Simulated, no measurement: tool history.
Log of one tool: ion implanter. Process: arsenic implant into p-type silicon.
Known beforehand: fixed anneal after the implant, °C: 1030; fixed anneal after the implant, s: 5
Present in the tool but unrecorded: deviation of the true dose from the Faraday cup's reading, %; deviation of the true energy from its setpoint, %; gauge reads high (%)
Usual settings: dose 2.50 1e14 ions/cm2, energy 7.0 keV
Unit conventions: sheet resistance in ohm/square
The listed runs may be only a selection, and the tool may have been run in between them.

run	day	dose	energy	wafers since the last listed run	hours since the last dose calibration	hours since the extraction supply was calibrated	hours since the gauge calibration	read-back reference wafer on the same gauge, sheet resistance	sheet resistance
1	0.000	2.31	9.0	0	488.7	2982.5	119.7	448.09	405.83
# day 0.500: gauge calibrated
2	0.625	2.50	8.0	263	503.7	2997.5	3.0	447.92	387.04
3	1.238	2.50	8.0	257	518.4	3012.2	17.7	448.14	387.14
4	1.629	2.50	8.0	164	527.8	3021.6	27.1	447.94	387.90
5	1.979	2.50	7.0	147	536.2	3030.0	35.5	448.00	392.58
6	2.254	2.99	7.0	115	542.8	3036.6	42.1	447.97	343.25
7	2.758	2.50	7.0	212	554.9	3048.7	54.2	447.97	391.44
# day 3.358: Faraday cup replaced and dose calibrated
8	3.379	2.50	7.0	121	0.5	3063.6	69.1	447.81	406.30
9	3.767	1.86	6.5	163	9.8	3072.9	78.4	448.17	511.13
10	4.258	3.04	5.5	206	21.6	3084.7	90.2	448.12	359.48

Run 11 is up next; what results do you expect?
11	4.938	3.09	5.0	285	37.9	3101.0	106.5	?	?

read-back reference wafer on the same gauge, sheet resistance: 447.96
sheet resistance: 359.69 ohm/square
On a tool with no hidden condition, and with the same random variation, this run would have come out at sheet resistance 361.09 ohm/square.

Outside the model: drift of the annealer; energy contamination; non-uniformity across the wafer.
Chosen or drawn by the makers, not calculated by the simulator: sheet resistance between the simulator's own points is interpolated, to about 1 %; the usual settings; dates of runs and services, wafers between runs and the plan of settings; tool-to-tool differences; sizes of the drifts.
